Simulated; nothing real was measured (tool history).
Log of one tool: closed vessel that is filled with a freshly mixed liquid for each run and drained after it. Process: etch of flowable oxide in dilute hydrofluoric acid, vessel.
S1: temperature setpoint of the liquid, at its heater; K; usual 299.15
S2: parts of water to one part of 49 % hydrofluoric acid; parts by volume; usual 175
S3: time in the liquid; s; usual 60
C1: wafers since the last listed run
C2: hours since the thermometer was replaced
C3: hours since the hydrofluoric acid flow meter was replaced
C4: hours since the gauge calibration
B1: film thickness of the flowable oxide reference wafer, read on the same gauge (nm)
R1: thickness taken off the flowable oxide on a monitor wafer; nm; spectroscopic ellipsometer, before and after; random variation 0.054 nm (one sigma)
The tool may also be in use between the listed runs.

run,hour,S1,S2,S3,C1,C2,C3,C4,B1,R1
1,0,299.15,175,50,0,2174,1427.4,85.4,150,8.58
2,10.4,299.15,175,50,1287,2184.4,1437.8,95.8,150,8.54
3,17.8,299.15,175,50,916,2191.8,1445.2,103.2,150,8.63
4,56,299.15,175,60,4729,2230,1483.4,141.4,150.01,10.25
5,70.3,299.15,175,60,1770,2244.3,1497.7,155.7,149.99,10.26
6,84.1,299.15,175,60,1708,2258.1,1511.5,169.5,150.01,10.27
7,101,299.15,175,60,2092,2275,1528.4,186.4,150,10.36
8,114.3,299.15,175,80,1646,2288.3,1541.7,199.7,150.02,13.72
9,132.1,299.15,175,80,2203,2306.1,1559.5,217.5,149.99,13.76
# hour 138: gauge calibrated
10,143,299.15,175,80,1349,2317,1570.4,5,149.99,13.71
11,159.3,299.15,175,60,2018,2333.3,1586.7,21.3,150.01,10.19
12,170.5,299.15,175,60,1386,2344.5,1597.9,32.5,149.99,10.22
13,184.4,299.15,175,60,1720,2358.4,1611.8,46.4,149.98,10.3
14,195.9,299.15,175,60,1423,2369.9,1623.3,57.9,150.02,10.25
15,211.8,299.15,175,60,1968,2385.8,1639.2,73.8,150.01,10.18
# hour 220: hydrofluoric acid flow meter replaced
16,228.9,299.15,175,60,1993,2402.9,8.9,90.9,149.98,10.16
17,235.4,303.15,175,45,804,2409.4,15.4,97.4,149.98,8.82
18,241.7,299.15,250,95,779,2415.7,21.7,103.7,149.99,10.53
19,254.3,295.15,115,60,1559,2428.3,34.3,116.3,150.01,14.25
20,266,299.15,145,60,1448,2440,46,128,150,12.69
21,281.7,295.15,175,30,1943,2455.7,61.7,143.7,150.02,4.4
22,293.2,299.15,175,60,1423,2467.2,73.2,155.2,149.99,10.2
23,304.7,303.65,145,70,1423,2478.7,84.7,166.7,149.99,17.65
24,318.4,297.15,175,60,1696,2492.4,98.4,180.4,150.04,9.5
# hour 328: thermometer replaced
25,335.4,299.15,175,60,1980,7.4,115.4,197.4,149.99,11.41
26,347.7,297.15,205,75,1522,19.7,127.7,209.7,150,10.97
# hour 364.1: gauge calibrated
27,365.5,299.15,175,60,2203,37.5,145.5,1.4,150.01,11.53
28,371.8,302.65,140,45,779,43.8,151.8,7.7,150,12.85
29,388.6,299.15,175,60,2079,60.6,168.6,24.5,150.02,11.43
30,398.9,297.15,95,45,1275,70.9,178.9,34.8,149.99,16.24
31,446.5,296.65,220,30,5893,118.5,226.5,82.4,149.99,3.91
32,460.5,299.15,140,85,1733,132.5,240.5,96.4,150.02,21.09

The same runs without the tool's hidden state, with the same run-to-run variation:
The hidden state here: liquid colder than its thermometer reads (K); hydrofluoric acid flow below the setpoint (%); gauge reads high (%).
run,R1
1,9.54
2,9.5
3,9.6
4,11.43
5,11.44
6,11.46
7,11.57
8,15.33
9,15.39
10,15.33
11,11.41
12,11.45
13,11.54
14,11.49
15,11.43
16,11.4
17,9.86
18,11.76
19,16.17
20,14.3
21,4.98
22,11.49
23,19.83
24,10.73
25,11.44
26,11.01
27,11.58
28,12.9
29,11.49
30,16.34
31,3.94
32,21.27
